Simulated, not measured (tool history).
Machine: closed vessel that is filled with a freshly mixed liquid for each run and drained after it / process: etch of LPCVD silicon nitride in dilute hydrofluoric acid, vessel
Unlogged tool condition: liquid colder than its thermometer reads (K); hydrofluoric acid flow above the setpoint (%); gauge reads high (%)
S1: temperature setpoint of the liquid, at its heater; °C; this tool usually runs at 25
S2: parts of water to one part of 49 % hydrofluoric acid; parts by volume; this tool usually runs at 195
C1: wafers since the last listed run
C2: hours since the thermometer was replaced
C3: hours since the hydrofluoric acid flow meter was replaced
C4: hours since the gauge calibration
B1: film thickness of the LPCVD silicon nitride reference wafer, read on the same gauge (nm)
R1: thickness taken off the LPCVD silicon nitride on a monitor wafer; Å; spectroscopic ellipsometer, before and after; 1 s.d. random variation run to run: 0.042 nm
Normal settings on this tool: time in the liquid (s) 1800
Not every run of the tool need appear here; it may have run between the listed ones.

{"run": 1, "hour": 0.0, "S1": 28, "S2": 240, "time in the liquid (s)": 1800, "C1": 0, "C2": 2023.2, "C3": 667.8, "C4": 474, "B1": 49.996, "R1": 51.36}
{"run": 2, "hour": 65.0, "S1": 25, "S2": 250, "time in the liquid (s)": 1205, "C1": 3146, "C2": 2088.2, "C3": 732.8, "C4": 539, "B1": 50.014, "R1": 27.57}
{"run": 3, "hour": 136.5, "S1": 25, "S2": 250, "time in the liquid (s)": 1205, "C1": 3461, "C2": 2159.7, "C3": 804.3, "C4": 610.5, "B1": 49.998, "R1": 27.26}
{"hour": 142.1, "done": "hydrofluoric acid flow meter replaced"}
{"run": 4, "hour": 198.2, "S1": 22.5, "S2": 195, "time in the liquid (s)": 1800, "C1": 2938, "C2": 2221.4, "C3": 56.1, "C4": 672.2, "B1": 49.996, "R1": 40.77}
{"run": 5, "hour": 281.9, "S1": 25, "S2": 195, "time in the liquid (s)": 1800, "C1": 4051, "C2": 2305.1, "C3": 139.8, "C4": 755.9, "B1": 49.998, "R1": 48.19}
{"run": 6, "hour": 369.1, "S1": 25, "S2": 195, "time in the liquid (s)": 1800, "C1": 4221, "C2": 2392.3, "C3": 227, "C4": 843.1, "B1": 49.98, "R1": 48.6}
{"run": 7, "hour": 431.8, "S1": 25, "S2": 195, "time in the liquid (s)": 1800, "C1": 3035, "C2": 2455, "C3": 289.7, "C4": 905.8, "B1": 50.024, "R1": 50.21}
{"run": 8, "hour": 515.9, "S1": 25, "S2": 195, "time in the liquid (s)": 1800, "C1": 4071, "C2": 2539.1, "C3": 373.8, "C4": 989.9, "B1": 50.007, "R1": 49.18}
{"hour": 541.8, "done": "thermometer replaced"}
{"run": 9, "hour": 610.1, "S1": 25, "S2": 195, "time in the liquid (s)": 2450, "C1": 4511, "C2": 68.3, "C3": 468, "C4": 1084.1, "B1": 50.013, "R1": 68.34}
{"run": 10, "hour": 716.8, "S1": 25, "S2": 195, "time in the liquid (s)": 2450, "C1": 5165, "C2": 175, "C3": 574.7, "C4": 1190.8, "B1": 50.032, "R1": 69.37}
{"run": 11, "hour": 793.9, "S1": 21, "S2": 240, "time in the liquid (s)": 2280, "C1": 3732, "C2": 252.1, "C3": 651.8, "C4": 1267.9, "B1": 49.987, "R1": 40.43}
{"hour": 827.6, "done": "gauge calibrated"}
{"run": 12, "hour": 861.2, "S1": 30, "S2": 195, "time in the liquid (s)": 1800, "C1": 3258, "C2": 319.4, "C3": 719.1, "C4": 33.6, "B1": 49.99, "R1": 70.68}
{"run": 13, "hour": 903.5, "S1": 25, "S2": 140, "time in the liquid (s)": 1800, "C1": 2047, "C2": 361.7, "C3": 761.4, "C4": 75.9, "B1": 49.987, "R1": 74.21}

For run 14, what comes out?
{"hour": 968.0, "done": "hydrofluoric acid flow meter replaced"}
{"run": 14, "hour": 975.4, "S1": 27.5, "S2": 195, "time in the liquid (s)": 1800, "C1": 3432, "C2": 433.6, "C3": 7.4, "C4": 147.8, "B1": "?", "R1": "?"}

Logged for run 14: B1 49.996, R1 56.27 Å.
With no hidden state in the tool, this same run would have given R1 55.65 Å.

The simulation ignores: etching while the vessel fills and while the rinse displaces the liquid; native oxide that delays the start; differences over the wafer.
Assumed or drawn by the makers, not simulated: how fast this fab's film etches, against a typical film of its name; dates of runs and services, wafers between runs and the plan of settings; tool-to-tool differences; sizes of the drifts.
